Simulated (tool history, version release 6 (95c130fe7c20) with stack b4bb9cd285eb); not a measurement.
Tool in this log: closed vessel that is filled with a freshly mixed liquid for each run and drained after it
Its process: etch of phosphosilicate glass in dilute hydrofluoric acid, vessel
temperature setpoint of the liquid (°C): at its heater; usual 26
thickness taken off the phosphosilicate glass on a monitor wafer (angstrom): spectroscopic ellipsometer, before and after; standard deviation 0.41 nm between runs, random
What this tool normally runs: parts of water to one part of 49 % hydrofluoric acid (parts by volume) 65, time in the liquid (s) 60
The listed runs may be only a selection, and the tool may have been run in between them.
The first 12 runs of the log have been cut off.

run    hour  temperature setpoint of the liquid (°C)  parts of water to one part of 49 % hydrofluoric acid (parts by volume)  time in the liquid (s)  wafers since the last listed run  hours since the thermometer was replaced  hours since the hydrofluoric acid flow meter was replaced  hours since the gauge calibration  read-back film thickness of the phosphosilicate glass reference wafer, read on the same gauge (nm)  thickness taken off the phosphosilicate glass on a monitor wafer (angstrom)
 13   941.1                                       23                                                                      65                      60                              5751                                    2105.2                                                     1534.1                              143.2                                                                                               79.83                                                                        703.9
 14  1011.9                                       26                                                                      65                      60                              9275                                      2176                                                     1604.9                                214                                                                                               79.63                                                                        786.3
 15  1113.1                                     22.5                                                                      95                      35                             13257                                    2277.2                                                     1706.1                              315.2                                                                                               79.39                                                                        261.5
 16  1218.9                                       26                                                                      65                      60                             13860                                      2383                                                     1811.9                                421                                                                                               79.15                                                                        792.3
 17  1290.5                                     24.5                                                                      35                      80                              9379                                    2454.6                                                     1883.5                              492.6                                                                                               79.08                                                                       1892.8
 18  1337.7                                     28.5                                                                      80                      90                              6183                                    2501.8                                                     1930.7                              539.8                                                                                               78.94                                                                       1038.7
 19  1441.1                                       21                                                                      55                      60                             13545                                    2605.2                                                     2034.1                              643.2                                                                                               78.81                                                                        751.5
 20  1514.4                                       26                                                                      55                      60                              9602                                    2678.5                                                     2107.4                              716.5                                                                                               78.71                                                                        935.7
     1582.3  -- hydrofluoric acid flow meter replaced
 21  1593.8                                       26                                                                      65                      30                             10270                                    2757.9                                                       11.5                              795.9                                                                                               78.56                                                                        389.8
     1598.1  -- thermometer replaced
 22  1655.4                                       26                                                                      65                      60                              7938                                      57.3                                                       73.1                              857.5                                                                                               78.45                                                                        782.1
 23  1702.6                                       26                                                                      80                      60                              6183                                     104.5                                                      120.3                              904.7                                                                                               78.44                                                                        621.3
 24  1772.1                                     22.5                                                                      35                      30                              9104                                       174                                                      189.8                              974.2                                                                                               78.33                                                                          645
 25  1866.5                                       26                                                                      65                      60                             12366                                     268.4                                                      284.2                             1068.6                                                                                               78.24                                                                        765.3
 26    1935                                       28                                                                      90                      90                              8973                                     336.9                                                      352.7                             1137.1                                                                                               78.15                                                                        874.3
 27  1989.3                                       26                                                                      65                      75                              7113                                     391.2                                                        407                             1191.4                                                                                               78.07                                                                        969.2
 28  2077.8                                       22                                                                      55                      60                             11593                                     479.7                                                      495.5                             1279.9                                                                                               78.04                                                                        780.8
 29    2133                                       26                                                                      65                      60                              7231                                     534.9                                                      550.7                             1335.1                                                                                               77.94                                                                        774.7
 30  2211.4                                       26                                                                      40                      90                             10270                                     613.3                                                      629.1                             1413.5                                                                                               77.89                                                                       1923.8
 31  2284.2                                       26                                                                      65                      60                              9537                                     686.1                                                      701.9                             1486.3                                                                                               77.87                                                                        769.9
 32  2346.6                                       21                                                                      45                      90                              8174                                     748.5                                                      764.3                             1548.7                                                                                               77.79                                                                       1390.9

Below are 4 alternative next runs, each starting from the tool's condition after run 32. Predict each:
  A  2347.3                                       26                                                                      65                      60                                91                                     749.2                                                        765                             1549.4                                                                                                   ?                                                                            ?
  B  2347.3                                       26                                                                      65                      45                                91                                     749.2                                                        765                             1549.4                                                                                                   ?                                                                            ?
  C  2347.3                                       29                                                                      80                      80                                91                                     749.2                                                        765                             1549.4                                                                                                   ?                                                                            ?
  D  2347.3                                     21.5                                                                      65                      60                                91                                     749.2                                                        765                             1549.4                                                                                                   ?                                                                            ?

run  read-back film thickness of the phosphosilicate glass reference wafer, read on the same gauge (nm)  thickness taken off the phosphosilicate glass on a monitor wafer (angstrom)
  A                                                                                               77.81                                                                        773.4
  B                                                                                               77.81                                                                          580
  C                                                                                               77.81                                                                          923
  D                                                                                               77.81                                                                        643.8
With no hidden state in the tool, these same runs would have given:
run  thickness taken off the phosphosilicate glass on a monitor wafer (angstrom)
  A                                                                        795.3
  B                                                                        596.5
  C                                                                        949.2
  D                                                                          662
